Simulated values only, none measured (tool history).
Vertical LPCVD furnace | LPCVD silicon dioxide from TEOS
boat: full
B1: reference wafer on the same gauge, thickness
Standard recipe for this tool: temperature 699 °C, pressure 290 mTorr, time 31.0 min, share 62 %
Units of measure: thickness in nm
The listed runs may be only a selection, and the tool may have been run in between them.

Run 1, hour 0.0: usual settings but pressure 335 mTorr, time 25.5 min; B1 229.82. Result: thickness 198.07 nm.
Run 2, hour 14.6: usual settings; B1 229.92. Result: thickness 224.18 nm.
Run 3, hour 46.7: usual settings but share 59 %; B1 230.16. Result: thickness 219.37 nm.
Run 4, hour 114.2: usual settings but share 59 %; B1 229.97. Result: thickness 219.57 nm.
Run 5, hour 130.5: usual settings but share 59 %; B1 229.77. Result: thickness 219.66 nm.
Run 6, hour 157.8: usual settings; B1 229.67. Result: thickness 224.76 nm.
Run 7, hour 187.1: usual settings; B1 230.15. Result: thickness 225.23 nm.
Run 8, hour 206.8: usual settings but temperature 691 °C, share 69 %; B1 229.97. Result: thickness 197.14 nm.
Run 9, hour 226.8: usual settings but temperature 691 °C, share 69 %; B1 229.94. Result: thickness 196.85 nm.
Run 10, hour 259.0: usual settings but temperature 691 °C, share 69 %; B1 230.10. Result: thickness 196.93 nm.
Run 11, hour 286.5: usual settings; B1 229.99. Result: thickness 225.43 nm.
Run 12, hour 314.4: usual settings; B1 229.91. Result: thickness 225.28 nm.
Run 13, hour 335.4: usual settings; B1 229.89. Result: thickness 225.40 nm.
Run 14, hour 347.8: usual settings but temperature 705 °C; B1 230.17. Result: thickness 258.90 nm.
At hour 402.6: TEOS flow controller replaced.
Run 15, hour 403.1: usual settings but temperature 705 °C; B1 230.21. Result: thickness 259.07 nm.
Run 16, hour 407.5: usual settings but pressure 235 mTorr, time 39.5 min, share 72 %; B1 229.92. Result: thickness 278.48 nm.
At hour 442.3: gauge calibrated.
At hour 446.8: pressure gauge zeroed.
Run 17, hour 447.3: usual settings but pressure 310 mTorr; B1 229.97. Result: thickness 233.35 nm.
Run 18, hour 451.7: usual settings but time 41.0 min, share 57 %; B1 229.89. Result: thickness 286.40 nm.
Run 19, hour 480.9: usual settings but pressure 360 mTorr, share 54 %; B1 230.02. Result: thickness 235.28 nm.
At hour 522.8: thermocouples replaced and temperature profile calibrated.
Run 20, hour 569.8: usual settings; B1 230.24. Result: thickness 206.97 nm.
Run 21, hour 605.1: usual settings; B1 229.97. Result: thickness 207.72 nm.
Run 22, hour 638.8: usual settings but time 24.5 min; B1 229.97. Result: thickness 164.06 nm.
Run 23, hour 663.3: usual settings but temperature 691 °C, pressure 250 mTorr, time 41.5 min; B1 229.86. Result: thickness 214.20 nm.
Run 24, hour 701.4: usual settings but temperature 695 °C, pressure 325 mTorr, time 40.0 min, share 52 %; B1 230.03. Result: thickness 236.73 nm.
Run 25, hour 724.9: usual settings but temperature 689 °C, time 40.5 min, share 68 %; B1 229.92. Result: thickness 223.88 nm.
Run 26, hour 757.1: usual settings; B1 230.31. Result: thickness 207.80 nm.
Run 27, hour 769.8: usual settings but temperature 703 °C, pressure 250 mTorr, time 38.5 min; B1 229.81. Result: thickness 263.23 nm.
Run 28, hour 785.8: usual settings but share 71 %; B1 230.01. Result: thickness 222.59 nm.
Run 29, hour 813.4: usual settings but pressure 270 mTorr; B1 230.05. Result: thickness 200.72 nm.
Run 30, hour 828.0: usual settings but time 21.0 min; B1 230.24. Result: thickness 140.73 nm.

Forecast each of these 5 alternatives for the next run:
Run A, hour 832.6: usual settings; B1 ?. Result: thickness ?.
Run B, hour 832.6: usual settings but time 34.5 min, share 74 %; B1 ?. Result: thickness ?.
Run C, hour 832.6: usual settings but temperature 691 °C, pressure 260 mTorr, time 36.0 min; B1 ?. Result: thickness ?.
Run D, hour 832.6: usual settings but pressure 345 mTorr; B1 ?. Result: thickness ?.
Run E, hour 832.6: usual settings but temperature 689 °C, pressure 260 mTorr; B1 ?. Result: thickness ?.

run      B1  thickness
  A  230.05     207.57
  B  230.05     252.37
  C  230.05     189.15
  D  230.05     226.40
  E  230.05     155.33
Take away the tool's hidden state, keep each run's random variation, and the runs would have read:
run  thickness
  A     205.60
  B     249.98
  C     187.33
  D     224.25
  E     153.83
